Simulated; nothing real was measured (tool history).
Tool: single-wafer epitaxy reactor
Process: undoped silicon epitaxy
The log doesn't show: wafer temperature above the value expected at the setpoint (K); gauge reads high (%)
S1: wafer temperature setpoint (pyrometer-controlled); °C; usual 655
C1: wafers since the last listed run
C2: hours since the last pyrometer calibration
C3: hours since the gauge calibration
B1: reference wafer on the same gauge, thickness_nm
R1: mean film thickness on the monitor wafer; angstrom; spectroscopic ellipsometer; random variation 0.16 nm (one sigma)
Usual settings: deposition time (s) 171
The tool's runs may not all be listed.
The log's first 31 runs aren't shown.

Run 32, hour 404.9: usual settings but S1 662 °C, deposition time (s) 149; C1 159; C2 104.3; C3 200.8; B1 42.485. Result: R1 366.04 angstrom.
Run 33, hour 412.2: usual settings; C1 68; C2 111.6; C3 208.1; B1 42.461. Result: R1 356.15 angstrom.
Run 34, hour 424.5: usual settings but S1 662 °C, deposition time (s) 151; C1 115; C2 123.9; C3 220.4; B1 42.488. Result: R1 369.6 angstrom.
Run 35, hour 440.7: usual settings but S1 650 °C, deposition time (s) 183; C1 151; C2 140.1; C3 236.6; B1 42.456. Result: R1 345.52 angstrom.
Run 36, hour 458.6: usual settings but deposition time (s) 193; C1 167; C2 158; C3 254.5; B1 42.466. Result: R1 409.42 angstrom.
Run 37, hour 468.5: usual settings but S1 651 °C; C1 92; C2 167.9; C3 264.4; B1 42.475. Result: R1 329.85 angstrom.
Run 38, hour 484.1: usual settings but S1 642 °C; C1 146; C2 183.5; C3 280; B1 42.572. Result: R1 267.35 angstrom.
Run 39, hour 500: usual settings but deposition time (s) 193; C1 148; C2 199.4; C3 295.9; B1 42.477. Result: R1 405.3 angstrom.
Run 40, hour 510.6: usual settings; C1 99; C2 210; C3 306.5; B1 42.493. Result: R1 359.82 angstrom.
Run 41, hour 528.2: usual settings but S1 645 °C, deposition time (s) 140; C1 164; C2 227.6; C3 324.1; B1 42.515. Result: R1 237.01 angstrom.
Run 42, hour 535.3: usual settings but S1 667 °C, deposition time (s) 140; C1 66; C2 234.7; C3 331.2; B1 42.491. Result: R1 382.18 angstrom.
Run 43, hour 542.7: usual settings; C1 69; C2 242.1; C3 338.6; B1 42.594. Result: R1 360.57 angstrom.
Run 44, hour 557.3: usual settings but S1 660 °C, deposition time (s) 158; C1 136; C2 256.7; C3 353.2; B1 42.461. Result: R1 374.38 angstrom.
Run 45, hour 563.5: usual settings but S1 646 °C, deposition time (s) 203; C1 58; C2 262.9; C3 359.4; B1 42.526. Result: R1 349.78 angstrom.

3 ways to go on from here, each from the tool as it stands after run 45. What would each give?
Run A, hour 563.9: usual settings but S1 643 °C; C1 3; C2 263.3; C3 359.8; B1 ?. Result: R1 ?.
Run B, hour 563.9: usual settings but deposition time (s) 148; C1 3; C2 263.3; C3 359.8; B1 ?. Result: R1 ?.
Run C, hour 563.9: usual settings but S1 665 °C, deposition time (s) 154; C1 3; C2 263.3; C3 359.8; B1 ?. Result: R1 ?.

run     B1      R1
  A  42.47   276.7
  B  42.47  312.28
  C  42.47  403.27
Without the tool's hidden state the same runs would have given:
run      R1
  A  277.26
  B   312.9
  C  404.05
